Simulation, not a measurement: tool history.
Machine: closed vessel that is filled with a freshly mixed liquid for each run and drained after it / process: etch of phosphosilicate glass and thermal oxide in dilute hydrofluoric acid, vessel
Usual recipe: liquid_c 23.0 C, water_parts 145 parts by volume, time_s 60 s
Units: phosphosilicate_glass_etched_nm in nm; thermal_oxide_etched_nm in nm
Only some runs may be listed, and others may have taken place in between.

run	hour	liquid_c	water_parts	time_s	read-back film thickness of the phosphosilicate glass reference wafer, read on the same gauge (nm)	read-back film thickness of the thermal oxide reference wafer, read on the same gauge (nm)	phosphosilicate_glass_etched_nm	thermal_oxide_etched_nm
1	0.0	23.0	145	60	29.97	29.997	78.99	1.669
2	105.4	25.0	145	60	30.01	29.996	84.97	1.780
# hour 172.4: hydrofluoric acid flow meter replaced
3	212.5	23.0	145	60	29.97	29.998	83.86	1.747
4	301.1	23.0	145	60	30.04	29.999	81.44	1.728
5	377.3	23.0	160	60	30.04	29.998	72.74	1.553
6	454.4	23.0	145	40	30.03	30.010	54.84	1.179
# hour 500.2: gauge calibrated
7	547.3	23.0	145	40	30.01	29.999	54.01	1.142
8	602.1	23.0	145	40	29.99	30.018	53.32	1.145
9	849.6	23.0	145	60	30.07	29.992	77.21	1.697
# hour 862.3: hydrofluoric acid flow meter replaced
10	1137.8	20.0	145	60	29.99	30.007	71.82	1.554
11	1238.3	27.5	145	75	29.96	29.977	118.41	2.561
12	1284.8	21.5	75	80	30.01	30.042	210.97	4.523
13	1321.9	24.5	165	50	30.01	30.003	59.77	1.286
14	1424.3	20.0	145	60	30.00	29.976	69.78	1.491
# hour 1448.2: thermometer replaced
15	1502.6	23.0	145	60	29.98	30.005	78.69	1.630
16	1591.2	18.5	145	30	30.01	29.978	32.35	0.673
# hour 1606.3: hydrofluoric acid flow meter replaced
17	1648.7	23.0	160	60	30.00	29.992	73.92	1.617
18	1703.8	25.5	110	50	30.05	30.005	103.46	2.157
19	1769.0	23.0	145	80	29.99	30.008	108.19	2.328
20	1829.0	19.0	145	95	30.01	30.006	110.44	2.336
21	1908.5	21.5	145	60	29.98	30.023	75.81	1.640
22	1986.3	23.0	145	60	30.03	29.977	79.92	1.729
23	2084.9	28.0	110	70	29.99	29.994	152.25	3.278
24	2136.7	27.5	145	75	29.95	29.975	115.63	2.410

Consider 5 possible next runs. They are alternatives, not a sequence: every one starts from the tool as it was left by run 24. What does each give?
A	2137.4	23.0	145	60	?	?	?	?
B	2137.4	23.0	95	60	?	?	?	?
C	2137.4	23.0	175	60	?	?	?	?
D	2137.4	23.0	165	60	?	?	?	?
E	2137.4	19.5	145	50	?	?	?	?

run	read-back film thickness of the phosphosilicate glass reference wafer, read on the same gauge (nm)	read-back film thickness of the thermal oxide reference wafer, read on the same gauge (nm)	phosphosilicate_glass_etched_nm	thermal_oxide_etched_nm
A	29.97	29.981	77.99	1.671
B	29.97	29.981	126.58	2.712
C	29.97	29.981	62.41	1.337
D	29.97	29.981	66.96	1.435
E	29.97	29.981	56.66	1.214
Had the tool no hidden state, the same runs would have come out as:
run	phosphosilicate_glass_etched_nm	thermal_oxide_etched_nm
A	84.15	1.803
B	136.14	2.917
C	67.45	1.445
D	72.32	1.550
E	61.08	1.309
